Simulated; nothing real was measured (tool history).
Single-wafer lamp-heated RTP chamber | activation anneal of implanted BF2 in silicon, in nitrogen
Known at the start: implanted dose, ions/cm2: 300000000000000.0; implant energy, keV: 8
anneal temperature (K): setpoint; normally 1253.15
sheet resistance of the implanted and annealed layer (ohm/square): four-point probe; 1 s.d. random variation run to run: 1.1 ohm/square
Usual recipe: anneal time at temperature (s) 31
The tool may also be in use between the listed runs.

run,day,anneal temperature (K),anneal time at temperature (s),wafers since the last listed run,wafers since the last pyrometer calibration,wafers since the reflector plate was cleaned,hours since the gauge calibration,"read-back reference wafer on the same gauge, sheet resistance",sheet resistance of the implanted and annealed layer (ohm/square)
1,0.000,1253.15,31,0,1723,8551,576.6,502.12,467.64
# day 2.967: reflector plate cleaned
2,4.138,1253.15,31,1786,3509,549,675.9,502.39,462.72
3,7.962,1253.15,31,1796,5305,2345,767.7,501.78,461.52
# day 13.621: pyrometer window cleaned and pyrometer calibrated
4,20.796,1253.15,31,5869,3368,8215,1075.7,501.73,449.43
5,23.954,1253.15,31,1483,4851,9698,1151.5,502.09,446.88
# day 25.046: reflector plate cleaned
# day 25.371: pyrometer window cleaned and pyrometer calibrated, repeated, since the last time left the tool worse
6,27.221,1253.15,17,1225,869,869,1229.9,501.83,490.99
7,30.092,1253.15,17,1348,2217,2217,1298.8,501.49,486.74
# day 32.542: gauge calibrated
8,32.854,1253.15,31,1297,3514,3514,7.5,501.58,462.86
9,37.250,1253.15,31,2064,5578,5578,113.0,502.07,459.92
10,41.096,1253.15,31,1805,7384,7384,205.3,501.98,461.08
# day 42.746: pyrometer window cleaned and pyrometer calibrated
11,43.354,1253.15,31,903,285,8288,259.5,501.79,468.27
# day 45.133: reflector plate cleaned
12,46.429,1253.15,31,1287,1573,609,333.3,501.88,465.88

The next listed run, before its measurement:
13,50.204,1253.15,31,1772,3346,2381,423.9,?,?

read-back reference wafer on the same gauge, sheet resistance: 502.45
sheet resistance of the implanted and annealed layer (ohm/square): 463.91
With no hidden state in the tool, this same run would have given sheet resistance of the implanted and annealed layer (ohm/square) 472.05.
